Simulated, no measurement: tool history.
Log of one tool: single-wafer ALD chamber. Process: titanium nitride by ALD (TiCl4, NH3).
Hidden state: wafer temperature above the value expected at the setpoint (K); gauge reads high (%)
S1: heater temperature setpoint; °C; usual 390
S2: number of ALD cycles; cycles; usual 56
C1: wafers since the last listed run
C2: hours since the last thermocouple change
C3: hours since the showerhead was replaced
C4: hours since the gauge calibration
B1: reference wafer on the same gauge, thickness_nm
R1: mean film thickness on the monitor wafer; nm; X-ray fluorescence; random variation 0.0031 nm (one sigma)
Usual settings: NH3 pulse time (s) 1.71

Run 1, hour 0.0: usual settings but NH3 pulse time (s) 1.44; C1 0; C2 1156.5; C3 4945.7; C4 143.5; B1 1.353. Result: R1 1.233 nm.
Run 2, hour 7.9: usual settings but NH3 pulse time (s) 1.44; C1 23; C2 1164.4; C3 4953.6; C4 151.4; B1 1.354. Result: R1 1.238 nm.
Run 3, hour 23.1: usual settings but NH3 pulse time (s) 1.96; C1 45; C2 1179.6; C3 4968.8; C4 166.6; B1 1.356. Result: R1 1.250 nm.
Run 4, hour 34.6: usual settings but NH3 pulse time (s) 1.96; C1 34; C2 1191.1; C3 4980.3; C4 178.1; B1 1.355. Result: R1 1.253 nm.
Run 5, hour 49.5: usual settings; C1 44; C2 1206.0; C3 4995.2; C4 193.0; B1 1.356. Result: R1 1.250 nm.
Run 6, hour 63.6: usual settings; C1 42; C2 1220.1; C3 5009.3; C4 207.1; B1 1.356. Result: R1 1.248 nm.
Run 7, hour 73.6: usual settings; C1 29; C2 1230.1; C3 5019.3; C4 217.1; B1 1.356. Result: R1 1.242 nm.
Run 8, hour 85.2: usual settings; C1 34; C2 1241.7; C3 5030.9; C4 228.7; B1 1.357. Result: R1 1.248 nm.
At hour 126.6: showerhead replaced.
At hour 135.1: thermocouple changed; heater temperature recalibrated.
Run 9, hour 135.6: usual settings; C1 102; C2 0.5; C3 9.0; C4 279.1; B1 1.358. Result: R1 1.244 nm.
Run 10, hour 140.7: usual settings but NH3 pulse time (s) 2.04; C1 15; C2 5.6; C3 14.1; C4 284.2; B1 1.358. Result: R1 1.261 nm.
Run 11, hour 148.0: usual settings but NH3 pulse time (s) 2.04; C1 21; C2 12.9; C3 21.4; C4 291.5; B1 1.359. Result: R1 1.260 nm.
Run 12, hour 163.7: usual settings but NH3 pulse time (s) 2.15; C1 46; C2 28.6; C3 37.1; C4 307.2; B1 1.359. Result: R1 1.255 nm.
Run 13, hour 180.4: usual settings; C1 49; C2 45.3; C3 53.8; C4 323.9; B1 1.360. Result: R1 1.251 nm.
Run 14, hour 192.2: usual settings but S1 394 °C; C1 35; C2 57.1; C3 65.6; C4 335.7; B1 1.359. Result: R1 1.253 nm.
Run 15, hour 199.6: usual settings; C1 22; C2 64.5; C3 73.0; C4 343.1; B1 1.360. Result: R1 1.245 nm.
Run 16, hour 216.1: usual settings but S1 376 °C; C1 49; C2 81.0; C3 89.5; C4 359.6; B1 1.359. Result: R1 1.233 nm.
At hour 227.8: gauge calibrated.
Run 17, hour 233.2: usual settings but S1 399 °C, S2 46 cycles, NH3 pulse time (s) 1.31; C1 51; C2 98.1; C3 106.6; C4 5.4; B1 1.339. Result: R1 1.014 nm.
Run 18, hour 248.2: usual settings but S1 405 °C, S2 63 cycles, NH3 pulse time (s) 1.53; C1 44; C2 113.1; C3 121.6; C4 20.4; B1 1.341. Result: R1 1.398 nm.
Run 19, hour 263.2: usual settings; C1 44; C2 128.1; C3 136.6; C4 35.4; B1 1.343. Result: R1 1.231 nm.
Run 20, hour 280.8: usual settings but NH3 pulse time (s) 1.51; C1 52; C2 145.7; C3 154.2; C4 53.0; B1 1.346. Result: R1 1.232 nm.
Run 21, hour 288.7: usual settings; C1 23; C2 153.6; C3 162.1; C4 60.9; B1 1.346. Result: R1 1.240 nm.
Run 22, hour 303.5: usual settings but S1 402 °C, S2 47 cycles, NH3 pulse time (s) 1.31; C1 44; C2 168.4; C3 176.9; C4 75.7; B1 1.349. Result: R1 1.038 nm.
Run 23, hour 312.4: usual settings but S1 385 °C, NH3 pulse time (s) 2.20; C1 26; C2 177.3; C3 185.8; C4 84.6; B1 1.349. Result: R1 1.242 nm.

Run 24 comes next. What will it give?
Run 24, hour 318.5: usual settings but S1 386 °C, NH3 pulse time (s) 2.36; C1 18; C2 183.4; C3 191.9; C4 90.7; B1 ?. Result: R1 ?.

{"run 24": {"B1": 1.349, "R1": 1.251}}
Without the tool's hidden state the same run would have given R1 1.242 nm.

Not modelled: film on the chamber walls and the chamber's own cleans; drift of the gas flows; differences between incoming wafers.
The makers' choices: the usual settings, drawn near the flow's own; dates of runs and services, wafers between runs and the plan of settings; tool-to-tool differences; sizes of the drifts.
